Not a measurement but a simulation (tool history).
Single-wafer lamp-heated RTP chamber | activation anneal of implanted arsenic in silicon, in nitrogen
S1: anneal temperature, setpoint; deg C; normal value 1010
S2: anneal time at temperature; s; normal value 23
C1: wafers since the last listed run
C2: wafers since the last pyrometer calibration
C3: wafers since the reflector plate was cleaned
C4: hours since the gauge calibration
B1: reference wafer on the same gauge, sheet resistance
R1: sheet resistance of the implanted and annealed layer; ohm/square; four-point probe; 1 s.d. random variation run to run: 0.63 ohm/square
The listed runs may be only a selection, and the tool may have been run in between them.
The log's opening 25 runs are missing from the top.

run 26 day=58.608 | S1=1010 S2=10 | C1=368 C2=373 C3=2570 C4=75.3 | B1=225.17 | R1=265.36
run 27 day=61.096 | S1=986 S2=23 | C1=521 C2=895 C3=3092 C4=135.0 | B1=225.09 | R1=261.25
run 28 day=63.754 | S1=998 S2=34 | C1=557 C2=1452 C3=3649 C4=198.8 | B1=224.85 | R1=248.25
run 29 day=66.558 | S1=1010 S2=23 | C1=588 C2=2041 C3=4238 C4=266.1 | B1=225.10 | R1=249.85
run 30 day=68.492 | S1=994 S2=13 | C1=405 C2=2446 C3=4643 C4=312.5 | B1=224.94 | R1=264.53
run 31 day=70.875 | S1=1023 S2=32 | C1=499 C2=2946 C3=5143 C4=369.7 | B1=224.94 | R1=237.77
run 32 day=72.117 | S1=997 S2=23 | C1=260 C2=3207 C3=5404 C4=399.5 | B1=224.84 | R1=252.65
run 33 day=73.208 | S1=1020 S2=29 | C1=228 C2=3436 C3=5633 C4=425.7 | B1=224.98 | R1=240.50

Forecast run 34:
run 34 day=74.346 | S1=1010 S2=23 | C1=238 C2=3674 C3=5871 C4=453.0 | B1=? | R1=?

For run 34 the tool returned B1 224.93, R1 248.54 ohm/square.
With no hidden state in the tool, this same run would have given R1 254.21 ohm/square.

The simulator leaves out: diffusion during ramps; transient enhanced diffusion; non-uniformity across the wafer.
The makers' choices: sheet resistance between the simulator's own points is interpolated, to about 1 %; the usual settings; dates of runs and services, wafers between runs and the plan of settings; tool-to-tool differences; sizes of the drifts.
